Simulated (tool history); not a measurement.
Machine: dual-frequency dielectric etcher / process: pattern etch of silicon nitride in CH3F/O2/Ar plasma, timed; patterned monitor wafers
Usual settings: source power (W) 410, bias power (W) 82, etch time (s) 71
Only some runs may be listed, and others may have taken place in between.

run    hour  source power (W)  bias power (W)  etch time (s)  wafers since the last listed run  hours since the last wet clean  hours since the last source power generator calibration  hours since the last bias power generator calibration  hours since the last upper electrode change  hours since the gauge calibration  read-back reference wafer on the same gauge, depth_nm  mean etch depth across the wafer (Å)
  1     0.0               410              82             71                                 0                           450.4                                                   4699.6                                                   81.8                                       3792.1                             3197.3                                                   53.7                                   492
       38.2  -- source power generator calibrated
  2    44.4               410              82             71                               559                           494.8                                                      6.2                                                  126.2                                       3836.5                             3241.7                                                   53.7                                   492
       69.0  -- upper electrode replaced
      120.7  -- wet clean of the chamber
  3   132.5               410              82             71                               555                            11.8                                                     94.3                                                  214.3                                         63.5                             3329.8                                                   53.7                                   493
  4   229.8               410              82             71                              1347                           109.1                                                    191.6                                                  311.6                                        160.8                             3427.1                                                   53.7                                   491
  5   306.6               410              82             71                              1063                           185.9                                                    268.4                                                  388.4                                        237.6                             3503.9                                                   53.7                                   490
  6   371.1               410              82             71                               893                           250.4                                                    332.9                                                  452.9                                        302.1                             3568.4                                                   53.7                                   491
      510.5  -- bias power generator calibrated, repeated, since the last time left the tool worse
  7   529.6               410              82             71                              2139                           408.9                                                    491.4                                                   19.1                                        460.6                             3726.9                                                   53.7                                   480
  8   625.5               430              76             71                              1327                           504.8                                                    587.3                                                  115.0                                        556.5                             3822.8                                                   53.8                                   477
  9   689.3               430              76             71                               883                           568.6                                                    651.1                                                  178.8                                        620.3                             3886.6                                                   53.7                                   479
      724.9  -- wet clean of the chamber
 10   790.9               410              96             55                              1074                            66.0                                                    752.7                                                  280.4                                        721.9                             3988.2                                                   53.8                                   397
      839.2  -- gauge calibrated
 11   883.8               410              94             71                              1286                           158.9                                                    845.6                                                  373.3                                        814.8                               44.6                                                   53.7                                   504
 12   974.5               490              82             56                              1255                           249.6                                                    936.3                                                  464.0                                        905.5                              135.3                                                   53.7                                   418
 13  1023.1               410              82             71                               672                           298.2                                                    984.9                                                  512.6                                        954.1                              183.9                                                   53.7                                   479
 14  1090.1               410              82             71                               927                           365.2                                                   1051.9                                                  579.6                                       1021.1                              250.9                                                   53.8                                   478
 15  1133.5               410              98             71                               600                           408.6                                                   1095.3                                                  623.0                                       1064.5                              294.3                                                   53.7                                   515

What will run 16 give?
 16  1207.2               310             101             62                              1020                           482.3                                                   1169.0                                                  696.7                                       1138.2                              368.0                                                      ?                                     ?

read-back reference wafer on the same gauge, depth_nm: 53.7
mean etch depth across the wafer (Å): 381
Without the tool's hidden state the same run would have given mean etch depth across the wafer (Å) 382.

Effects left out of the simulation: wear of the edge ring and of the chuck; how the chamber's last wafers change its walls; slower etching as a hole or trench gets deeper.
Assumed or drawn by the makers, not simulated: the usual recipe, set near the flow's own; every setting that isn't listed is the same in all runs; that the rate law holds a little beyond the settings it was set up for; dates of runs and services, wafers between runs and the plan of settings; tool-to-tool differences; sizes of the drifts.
